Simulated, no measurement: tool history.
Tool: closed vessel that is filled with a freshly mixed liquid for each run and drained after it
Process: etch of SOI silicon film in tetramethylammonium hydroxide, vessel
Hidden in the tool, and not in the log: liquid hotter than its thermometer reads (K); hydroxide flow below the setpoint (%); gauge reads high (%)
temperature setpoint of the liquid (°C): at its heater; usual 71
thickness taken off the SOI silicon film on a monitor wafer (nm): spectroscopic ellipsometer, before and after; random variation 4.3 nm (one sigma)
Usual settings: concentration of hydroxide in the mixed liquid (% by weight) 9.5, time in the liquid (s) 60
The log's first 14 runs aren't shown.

| run | day | temperature setpoint of the liquid (°C) | concentration of hydroxide in the mixed liquid (% by weight) | time in the liquid (s) | wafers since the last listed run | hours since the thermometer was replaced | hours since the hydroxide flow meter was replaced | hours since the gauge calibration | read-back film thickness of the SOI silicon film reference wafer, read on the same gauge (nm) | thickness taken off the SOI silicon film on a monitor wafer (nm) |
|---|---|---|---|---|---|---|---|---|---|---|
| 15 | 15.246 | 71 | 9.5 | 60 | 2193 | 223.8 | 221.3 | 631.2 | 79.97 | 552.42 |
| 16 | 16.7 | 77.5 | 11 | 70 | 3111 | 258.7 | 256.2 | 666.1 | 80.03 | 885.59 |
|  | 16.792 | thermometer replaced, repeated, since the last time left the tool worse |
| 17 | 18 | 71 | 9.5 | 80 | 2692 | 29 | 287.4 | 697.3 | 79.99 | 627.52 |
| 18 | 19.1 | 66 | 11.5 | 60 | 2353 | 55.4 | 313.8 | 723.7 | 80.02 | 318.67 |
| 19 | 19.967 | 71 | 9.5 | 60 | 1854 | 76.2 | 334.6 | 744.5 | 80.03 | 472.98 |
| 20 | 20.683 | 74.5 | 7 | 60 | 1533 | 93.4 | 351.8 | 761.7 | 79.98 | 642.15 |
| 21 | 21.346 | 71 | 9.5 | 90 | 1417 | 109.3 | 367.7 | 777.6 | 79.98 | 701.89 |
| 22 | 22.471 | 64.5 | 12 | 45 | 2407 | 136.3 | 394.7 | 804.6 | 79.99 | 220.72 |
| 23 | 23.042 | 71 | 8 | 80 | 1221 | 150 | 408.4 | 818.3 | 79.98 | 674.96 |
| 24 | 25.85 | 71 | 9.5 | 60 | 6009 | 217.4 | 475.8 | 885.7 | 80.01 | 467.19 |
| 25 | 26.45 | 71 | 9.5 | 60 | 1283 | 231.8 | 490.2 | 900.1 | 80.02 | 460.88 |
|  | 27.175 | gauge calibrated |
| 26 | 29.958 | 65 | 8 | 35 | 7507 | 316 | 574.4 | 66.8 | 80 | 205.29 |
| 27 | 30.833 | 71 | 9.5 | 60 | 1872 | 337 | 595.4 | 87.8 | 79.97 | 466.07 |
| 28 | 32.096 | 66.5 | 9.5 | 75 | 2701 | 367.3 | 625.7 | 118.1 | 79.99 | 449.04 |
| 29 | 33.425 | 75 | 7 | 60 | 2844 | 399.2 | 657.6 | 150 | 79.98 | 659.43 |
| 30 | 34.308 | 77.5 | 10.5 | 60 | 1890 | 420.4 | 678.8 | 171.2 | 80.03 | 668.14 |
| 31 | 35.467 | 72.5 | 9.5 | 60 | 2478 | 448.2 | 706.6 | 199 | 79.98 | 522.58 |
| 32 | 36.946 | 66.5 | 8.5 | 30 | 3165 | 483.7 | 742.1 | 234.5 | 80 | 188.08 |
| 33 | 38.088 | 71 | 9.5 | 60 | 2442 | 511.1 | 769.5 | 261.9 | 80.01 | 482.13 |
| 34 | 38.925 | 71 | 9.5 | 60 | 1792 | 531.2 | 789.6 | 282 | 80.05 | 472.02 |
| 35 | 40.129 | 71 | 9.5 | 60 | 2576 | 560.1 | 818.5 | 310.9 | 79.99 | 476.74 |

3 ways to go on from here, each from the tool as it stands after run 35. What would each give?
| A | 40.158 | 71 | 9.5 | 60 | 62 | 560.8 | 819.2 | 311.6 | ? | ? |
| B | 40.158 | 65 | 7 | 40 | 62 | 560.8 | 819.2 | 311.6 | ? | ? |
| C | 40.158 | 66 | 9.5 | 90 | 62 | 560.8 | 819.2 | 311.6 | ? | ? |

| run | read-back film thickness of the SOI silicon film reference wafer, read on the same gauge (nm) | thickness taken off the SOI silicon film on a monitor wafer (nm) |
|---|---|---|
| A | 79.98 | 476.14 |
| B | 79.98 | 245.47 |
| C | 79.98 | 531.66 |
Without the tool's hidden state the same runs would have given:
| run | thickness taken off the SOI silicon film on a monitor wafer (nm) |
|---|---|
| A | 460.85 |
| B | 237.32 |
| C | 514.1 |

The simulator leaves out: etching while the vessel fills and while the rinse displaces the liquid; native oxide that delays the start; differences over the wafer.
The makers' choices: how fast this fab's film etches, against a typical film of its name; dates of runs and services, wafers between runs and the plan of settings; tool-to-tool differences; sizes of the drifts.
